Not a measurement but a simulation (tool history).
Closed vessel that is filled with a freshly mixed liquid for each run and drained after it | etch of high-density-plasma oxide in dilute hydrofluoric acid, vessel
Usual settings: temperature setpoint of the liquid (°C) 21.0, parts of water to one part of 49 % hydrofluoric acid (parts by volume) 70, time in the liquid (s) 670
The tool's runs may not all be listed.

run,hour,temperature setpoint of the liquid (°C),parts of water to one part of 49 % hydrofluoric acid (parts by volume),time in the liquid (s),"read-back film thickness of the high-density-plasma oxide reference wafer, read on the same gauge (nm)",thickness taken off the high-density-plasma oxide on a monitor wafer (angstrom)
1,0.0,21.0,70,670,59.98,601.9
2,16.8,21.0,70,670,60.01,607.2
3,32.9,21.0,70,670,60.02,611.8
# hour 51.7: gauge calibrated
4,52.4,21.0,70,670,59.99,599.9
5,70.9,21.0,70,670,60.01,609.0
6,84.6,21.0,70,670,60.01,618.7
7,107.9,21.0,50,355,60.01,465.3
8,127.2,21.0,50,355,59.99,457.6
9,145.6,21.0,50,355,59.97,460.4
# hour 232.8: thermometer replaced
10,242.7,22.5,95,670,59.99,465.0
11,272.2,17.5,70,670,60.00,523.3
12,297.9,17.5,70,670,60.00,526.4
13,322.7,21.0,70,775,59.99,713.5
14,345.2,24.5,80,670,60.01,606.0
15,360.9,21.0,45,855,60.04,1241.8
16,374.6,21.0,70,670,60.03,613.1
17,393.6,21.0,70,920,59.99,837.5
# hour 398.9: gauge calibrated
18,424.0,21.0,70,670,59.99,609.6
# hour 441.6: hydrofluoric acid flow meter replaced
19,487.7,21.0,70,670,59.98,613.0
20,508.3,17.5,70,415,59.98,327.2
21,542.9,17.0,85,1065,60.02,668.1
22,559.2,19.0,40,280,60.05,424.1
23,594.8,17.5,70,670,60.01,534.5
24,620.1,17.0,55,355,59.97,349.9

4 ways to go on from here, each from the tool as it stands after run 24. What would each give?
A,620.9,21.0,70,885,?,?
B,620.9,24.0,100,565,?,?
C,620.9,21.0,85,335,?,?
D,620.9,17.0,70,670,?,?

run,"read-back film thickness of the high-density-plasma oxide reference wafer, read on the same gauge (nm)",thickness taken off the high-density-plasma oxide on a monitor wafer (angstrom)
A,60.00,808.8
B,60.00,393.7
C,60.00,247.7
D,60.00,517.1
Without the tool's hidden state the same runs would have given:
run,thickness taken off the high-density-plasma oxide on a monitor wafer (angstrom)
A,808.8
B,393.7
C,247.7
D,517.1

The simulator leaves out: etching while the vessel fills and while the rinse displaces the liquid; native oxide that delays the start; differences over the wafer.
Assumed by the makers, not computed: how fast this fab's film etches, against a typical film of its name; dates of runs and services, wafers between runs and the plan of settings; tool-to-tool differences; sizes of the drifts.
